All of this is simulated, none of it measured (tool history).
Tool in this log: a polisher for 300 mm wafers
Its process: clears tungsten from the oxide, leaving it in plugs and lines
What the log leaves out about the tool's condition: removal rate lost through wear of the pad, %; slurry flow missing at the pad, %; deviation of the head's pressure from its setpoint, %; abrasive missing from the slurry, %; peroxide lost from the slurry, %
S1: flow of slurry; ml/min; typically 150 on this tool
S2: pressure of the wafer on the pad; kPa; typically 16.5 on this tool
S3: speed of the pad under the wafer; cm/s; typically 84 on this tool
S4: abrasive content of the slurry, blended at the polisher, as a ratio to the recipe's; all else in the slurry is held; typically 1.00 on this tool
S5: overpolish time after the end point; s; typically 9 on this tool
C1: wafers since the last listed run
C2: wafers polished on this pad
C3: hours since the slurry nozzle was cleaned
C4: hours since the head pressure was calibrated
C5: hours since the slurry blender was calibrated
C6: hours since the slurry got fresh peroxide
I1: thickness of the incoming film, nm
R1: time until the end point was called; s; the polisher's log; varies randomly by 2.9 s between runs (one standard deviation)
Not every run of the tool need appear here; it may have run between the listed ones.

run	hour	S1	S2	S3	S4	S5	C1	C2	C3	C4	C5	C6	I1	R1
1	0.0	150	16.5	84	1.00	9	0	1086	617.2	11.0	155.9	597.9	350.9	148.8
# hour 20.7: slurry tank refilled with fresh slurry and peroxide
2	63.3	150	16.5	84	1.00	9	262	1349	680.5	74.3	219.2	42.6	353.9	154.8
# hour 68.4: slurry nozzle cleaned
3	140.1	150	16.5	84	1.15	9	319	1668	71.7	151.1	296.0	119.4	351.6	144.0
4	205.7	150	16.5	84	1.15	9	276	1945	137.3	216.7	361.6	185.0	352.0	151.0
5	297.2	150	16.5	84	1.15	9	386	2331	228.8	308.2	453.1	276.5	346.9	144.8
# hour 312.6: slurry blender recalibrated
# hour 368.1: worn pad replaced by a new one
6	377.5	150	16.5	84	1.00	9	313	39	309.1	388.5	64.9	356.8	352.9	152.9
7	442.6	150	16.5	84	1.00	9	274	314	374.2	453.6	130.0	421.9	352.4	154.6
8	499.2	150	16.5	84	1.00	9	238	553	430.8	510.2	186.6	478.5	354.0	148.8
# hour 530.8: slurry tank refilled with fresh slurry and peroxide
9	601.0	150	16.5	84	1.00	9	425	978	532.6	612.0	288.4	70.2	351.3	157.1
10	704.1	150	16.5	84	1.00	9	435	1413	635.7	715.1	391.5	173.3	348.6	152.8
# hour 775.3: slurry nozzle cleaned
11	803.3	150	16.5	84	1.00	9	414	1827	28.0	814.3	490.7	272.5	346.9	153.5
# hour 841.2: worn pad replaced by a new one
# hour 841.2: slurry blender recalibrated
12	898.7	115	12.4	70	1.00	12	394	242	123.4	909.7	57.5	367.9	353.8	250.9
13	968.1	150	16.5	84	0.80	9	292	535	192.8	979.1	126.9	437.3	346.5	166.9
# hour 1096.9: slurry tank refilled with fresh slurry and peroxide
# hour 1137.5: head pressure recalibrated
14	1211.9	150	16.5	84	1.00	9	1016	1551	436.6	74.4	370.7	115.0	348.9	148.9
15	1286.0	150	20.7	84	1.00	9	312	1864	510.7	148.5	444.8	189.1	345.2	116.2
16	1337.3	115	16.5	84	1.00	14	216	2080	562.0	199.8	496.1	240.4	351.7	152.2
# hour 1362.5: worn pad replaced by a new one
# hour 1407.1: slurry nozzle cleaned
# hour 1442.6: slurry blender recalibrated
17	1498.2	105	11.7	84	1.00	13	649	559	91.1	360.7	55.6	401.3	352.1	223.3
18	1589.4	150	16.5	84	1.00	9	384	944	182.3	451.9	146.8	492.5	345.4	150.2
# hour 1650.3: slurry tank refilled with fresh slurry and peroxide
19	1666.1	150	16.5	84	1.00	9	319	1263	259.0	528.6	223.5	15.8	342.5	148.7
20	1771.5	150	16.5	84	1.00	9	444	1708	364.4	634.0	328.9	121.2	343.3	151.4
# hour 1915.0: slurry blender recalibrated
# hour 1931.8: worn pad replaced by a new one
21	1953.3	150	20.7	84	1.00	9	741	90	546.2	815.8	38.3	303.0	342.4	125.1
22	1993.9	150	13.1	70	0.80	12	171	261	586.8	856.4	78.9	343.6	346.2	246.0
23	2130.3	150	16.5	84	1.00	9	575	837	723.2	992.8	215.3	480.0	342.1	156.2
# hour 2164.8: slurry nozzle cleaned
24	2211.9	150	13.8	60	1.00	9	340	1177	47.1	1074.4	296.9	561.6	352.7	250.8
25	2260.9	185	15.2	84	1.00	9	206	1384	96.1	1123.4	345.9	610.6	349.9	172.9
# hour 2281.2: slurry tank refilled with fresh slurry and peroxide
26	2343.9	135	18.6	84	1.10	9	345	1730	179.1	1206.4	428.9	62.7	347.5	147.2

For some of the steps in R1 from one run to the next: how much would appear even if the tool had no hidden state, given the settings, what came in and random variation, and how much remains for the hidden state plus any gauge scatter that the measured result and the result without hidden state don't share?
Run 11 -> 12: S1 150 -> 115, S2 16.5 -> 12.4, S3 84 -> 70, S5 9 -> 12, worn pad replaced by a new one, slurry blender recalibrated. R1 +97.4 s: hidden state +8.1, all else +89.3.
Run 13 -> 14: S4 0.80 -> 1.00, slurry tank refilled with fresh slurry and peroxide, head pressure recalibrated. R1 -18.0 s: hidden state -12.3, all else -5.7.
Run 21 -> 22: S2 20.7 -> 13.1, S3 84 -> 70, S4 1.00 -> 0.80, S5 9 -> 12. R1 +120.9 s: hidden state +7.5, all else +113.4.
Run 23 -> 24: S2 16.5 -> 13.8, S3 84 -> 60, slurry nozzle cleaned. R1 +94.6 s: hidden state +10.3, all else +84.3.

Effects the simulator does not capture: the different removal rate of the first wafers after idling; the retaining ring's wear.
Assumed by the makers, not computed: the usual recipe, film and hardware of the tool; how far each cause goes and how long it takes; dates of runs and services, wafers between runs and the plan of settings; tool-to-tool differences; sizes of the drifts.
